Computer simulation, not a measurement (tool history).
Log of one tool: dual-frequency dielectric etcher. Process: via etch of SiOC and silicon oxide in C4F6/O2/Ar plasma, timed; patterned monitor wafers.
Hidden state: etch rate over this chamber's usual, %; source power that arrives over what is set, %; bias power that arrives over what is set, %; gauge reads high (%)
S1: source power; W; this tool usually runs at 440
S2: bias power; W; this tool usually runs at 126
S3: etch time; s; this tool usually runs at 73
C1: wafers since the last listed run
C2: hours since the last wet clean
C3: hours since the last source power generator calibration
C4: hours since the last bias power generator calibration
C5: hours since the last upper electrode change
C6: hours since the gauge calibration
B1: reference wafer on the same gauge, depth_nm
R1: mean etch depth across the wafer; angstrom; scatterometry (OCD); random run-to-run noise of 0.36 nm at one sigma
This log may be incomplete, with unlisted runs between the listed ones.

| run | hour | S1 | S2 | S3 | C1 | C2 | C3 | C4 | C5 | C6 | B1 | R1 |
|---|---|---|---|---|---|---|---|---|---|---|---|---|
| 1 | 0 | 440 | 126 | 73 | 0 | 178.6 | 1569.8 | 2326.1 | 4566.5 | 636 | 83 | 742 |
| 2 | 57.8 | 440 | 126 | 73 | 731 | 236.4 | 1627.6 | 2383.9 | 4624.3 | 693.8 | 82.9 | 726 |
|  | 61.1 | gauge calibrated |
| 3 | 110.2 | 440 | 126 | 73 | 662 | 288.8 | 1680 | 2436.3 | 4676.7 | 49.1 | 82.8 | 725 |
| 4 | 135 | 440 | 126 | 73 | 313 | 313.6 | 1704.8 | 2461.1 | 4701.5 | 73.9 | 82.9 | 728 |
| 5 | 171.8 | 440 | 126 | 73 | 465 | 350.4 | 1741.6 | 2497.9 | 4738.3 | 110.7 | 82.9 | 723 |
|  | 202.4 | wet clean of the chamber |
| 6 | 216.6 | 380 | 126 | 89.5 | 263 | 14.2 | 1786.4 | 2542.7 | 4783.1 | 155.5 | 82.8 | 895 |
| 7 | 277.7 | 530 | 126 | 73 | 773 | 75.3 | 1847.5 | 2603.8 | 4844.2 | 216.6 | 82.9 | 797 |
| 8 | 303 | 530 | 126 | 73 | 320 | 100.6 | 1872.8 | 2629.1 | 4869.5 | 241.9 | 82.9 | 792 |
| 9 | 355.3 | 530 | 126 | 73 | 661 | 152.9 | 1925.1 | 2681.4 | 4921.8 | 294.2 | 83 | 786 |
| 10 | 380 | 480 | 126 | 82.5 | 312 | 177.6 | 1949.8 | 2706.1 | 4946.5 | 318.9 | 82.9 | 861 |
| 11 | 418.5 | 500 | 126 | 73 | 487 | 216.1 | 1988.3 | 2744.6 | 4985 | 357.4 | 83 | 769 |
| 12 | 482.6 | 440 | 98 | 65 | 810 | 280.2 | 2052.4 | 2808.7 | 5049.1 | 421.5 | 82.9 | 589 |
|  | 516.3 | bias power generator calibrated |
| 13 | 517.8 | 530 | 126 | 73 | 394 | 315.4 | 2087.6 | 1.5 | 5084.3 | 456.7 | 83 | 770 |
| 14 | 565.3 | 390 | 126 | 73 | 600 | 362.9 | 2135.1 | 49 | 5131.8 | 504.2 | 83 | 701 |
|  | 614.6 | wet clean of the chamber |
|  | 639.5 | source power generator calibrated |
|  | 644.2 | upper electrode replaced |
| 15 | 644.7 | 410 | 153 | 87 | 590 | 30.1 | 5.2 | 128.4 | 0.5 | 583.6 | 82.9 | 941 |
|  | 647.9 | gauge calibrated |
| 16 | 695 | 540 | 126 | 73 | 636 | 80.4 | 55.5 | 178.7 | 50.8 | 47.1 | 83 | 792 |
| 17 | 756.7 | 440 | 126 | 60 | 780 | 142.1 | 117.2 | 240.4 | 112.5 | 108.8 | 83 | 605 |
| 18 | 800.1 | 440 | 126 | 73 | 549 | 185.5 | 160.6 | 283.8 | 155.9 | 152.2 | 82.9 | 734 |
| 19 | 858.4 | 380 | 126 | 61.5 | 737 | 243.8 | 218.9 | 342.1 | 214.2 | 210.5 | 83 | 591 |
| 20 | 894.5 | 440 | 100 | 73 | 456 | 279.9 | 255 | 378.2 | 250.3 | 246.6 | 82.9 | 651 |
|  | 970.9 | wet clean of the chamber |
| 21 | 971.4 | 530 | 108 | 55.5 | 669 | 0.5 | 331.9 | 455.1 | 327.2 | 323.5 | 82.9 | 570 |
| 22 | 1009.9 | 440 | 126 | 73 | 487 | 39 | 370.4 | 493.6 | 365.7 | 362 | 82.9 | 749 |

How would selected steps in R1 from run to run divide? Give the signed amount a tool lacking its hidden state would still show from settings, what came in and random variation, and the signed amount left for the hidden state, including any gauge scatter that is not in both of the compared results.
Run 5 -> 6: S1 440 -> 380, S3 73 -> 89.5, wet clean of the chamber. R1 +172 angstrom: hidden state +40, all else +132.
Run 14 -> 15: S1 390 -> 410, S2 126 -> 153, S3 73 -> 87, wet clean of the chamber, source power generator calibrated, upper electrode replaced. R1 +240 angstrom: hidden state +19, all else +221.
Run 16 -> 17: S1 540 -> 440, S3 73 -> 60. R1 -187 angstrom: hidden state -2, all else -185.
Run 20 -> 21: S1 440 -> 530, S2 100 -> 108, S3 73 -> 55.5, wet clean of the chamber. R1 -81 angstrom: hidden state +24, all else -105.
